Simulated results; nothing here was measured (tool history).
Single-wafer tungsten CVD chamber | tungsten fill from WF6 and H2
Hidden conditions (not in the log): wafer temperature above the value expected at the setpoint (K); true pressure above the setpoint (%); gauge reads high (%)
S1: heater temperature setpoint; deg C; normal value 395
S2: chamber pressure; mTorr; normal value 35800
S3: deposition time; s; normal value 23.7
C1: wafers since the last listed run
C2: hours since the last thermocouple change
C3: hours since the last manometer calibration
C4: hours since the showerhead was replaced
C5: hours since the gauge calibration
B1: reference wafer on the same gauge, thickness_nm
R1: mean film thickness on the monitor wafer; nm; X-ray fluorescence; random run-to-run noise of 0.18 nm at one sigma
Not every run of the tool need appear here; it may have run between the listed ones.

run,hour,S1,S2,S3,C1,C2,C3,C4,C5,B1,R1
1,0,395,35800,23.7,0,1555.8,1148,8067,3737.8,75.288,70.077
2,273.9,395,35800,23.7,4674,1829.7,1421.9,8340.9,4011.7,75.253,70.426
3,548.4,386,28700,23.7,4684,2104.2,1696.4,8615.4,4286.2,75.369,53.459
# hour 591.2: showerhead replaced
4,596,386,28700,23.7,675,2151.8,1744,4.8,4333.8,75.266,53.439
5,663.4,386,28700,23.7,1150,2219.2,1811.4,72.2,4401.2,75.309,53.318
# hour 734.4: thermocouple changed; heater temperature recalibrated
6,741.1,406,35800,23.7,1189,6.7,1889.1,149.9,4478.9,75.303,85.508
7,778.1,406,35800,23.7,631,43.7,1926.1,186.9,4515.9,75.348,85.369
8,883.4,406,35800,23.7,1797,149,2031.4,292.2,4621.2,75.299,85.454
9,931,395,33800,23.7,812,196.6,2079,339.8,4668.8,75.315,66.946
# hour 946.3: capacitance manometer re-zeroed and calibrated
10,1033.6,395,33800,23.7,1614,299.2,87.3,442.4,4771.4,75.258,67.203
11,1130.4,395,35800,23.7,1652,396,184.1,539.2,4868.2,75.348,68.924
# hour 1161.7: gauge calibrated
12,1222.4,388,29000,23.7,1570,488,276.1,631.2,60.7,75.276,54.979
13,1266.6,384,27900,23.7,754,532.2,320.3,675.4,104.9,75.255,49.43
14,1346.3,402,39500,27.6,1360,611.9,400,755.1,184.6,75.274,96.266
15,1408.5,395,40400,20.8,1061,674.1,462.2,817.3,246.8,75.295,63.44
16,1493.1,381,28600,27.8,1443,758.7,546.8,901.9,331.4,75.252,55.139
17,1587.7,381,39400,23.7,1614,853.3,641.4,996.5,426,75.29,52.426
18,1653.2,395,35800,21.7,1117,918.8,706.9,1062,491.5,75.317,63.704
19,1756.8,389,32400,28.2,1768,1022.4,810.5,1165.6,595.1,75.271,70.364
20,1824.6,390,35800,23.7,1157,1090.2,878.3,1233.4,662.9,75.303,62.41
21,1875.2,395,35800,23.7,863,1140.8,928.9,1284,713.5,75.313,69.187
22,1950.4,383,43300,19.6,1283,1216,1004.1,1359.2,788.7,75.289,47.12
23,2030.4,395,35800,23.7,1365,1296,1084.1,1439.2,868.7,75.306,69.855
24,2068.9,399,35800,27.9,657,1334.5,1122.6,1477.7,907.2,75.302,89.72
25,2122.6,395,35800,23.7,916,1388.2,1176.3,1531.4,960.9,75.308,69.546
26,2162.2,395,35800,27.4,675,1427.8,1215.9,1571,1000.5,75.321,80.453
27,2211.8,395,35800,23.7,846,1477.4,1265.5,1620.6,1050.1,75.253,69.668
28,2281.3,387,35800,23.7,1186,1546.9,1335,1690.1,1119.6,75.349,58.441
29,2387.8,390,27100,22,1817,1653.4,1441.5,1796.6,1226.1,75.305,53.053
30,2480.2,403,40500,23.7,1576,1745.8,1533.9,1889,1318.5,75.272,86.149
31,2567.2,395,35800,27.9,1484,1832.8,1620.9,1976,1405.5,75.342,82.368
32,2754.1,395,35800,23.7,3189,2019.7,1807.8,2162.9,1592.4,75.312,69.865
33,2805.7,395,33000,23.7,880,2071.3,1859.4,2214.5,1644,75.348,67.919
# hour 2815.1: thermocouple changed; heater temperature recalibrated
34,2899.3,385,43700,27.2,1460,84.2,1953,2308.1,1737.6,75.325,67.519
35,2984.1,395,35800,23.7,1447,169,2037.8,2392.9,1822.4,75.266,68.927

Consider 3 possible next runs. They are alternatives, not a sequence: every one starts from the tool as it was left by run 35. What does each give?
A,2984.5,395,35800,23.7,6,169.4,2038.2,2393.3,1822.8,?,?
B,2984.5,395,40400,27.7,6,169.4,2038.2,2393.3,1822.8,?,?
C,2984.5,407,35800,23.7,6,169.4,2038.2,2393.3,1822.8,?,?

run,B1,R1
A,75.34,68.358
B,75.34,83.476
C,75.34,87.43
Had the tool no hidden state, the same runs would have come out as:
run,R1
A,68.018
B,83.06
C,87.027

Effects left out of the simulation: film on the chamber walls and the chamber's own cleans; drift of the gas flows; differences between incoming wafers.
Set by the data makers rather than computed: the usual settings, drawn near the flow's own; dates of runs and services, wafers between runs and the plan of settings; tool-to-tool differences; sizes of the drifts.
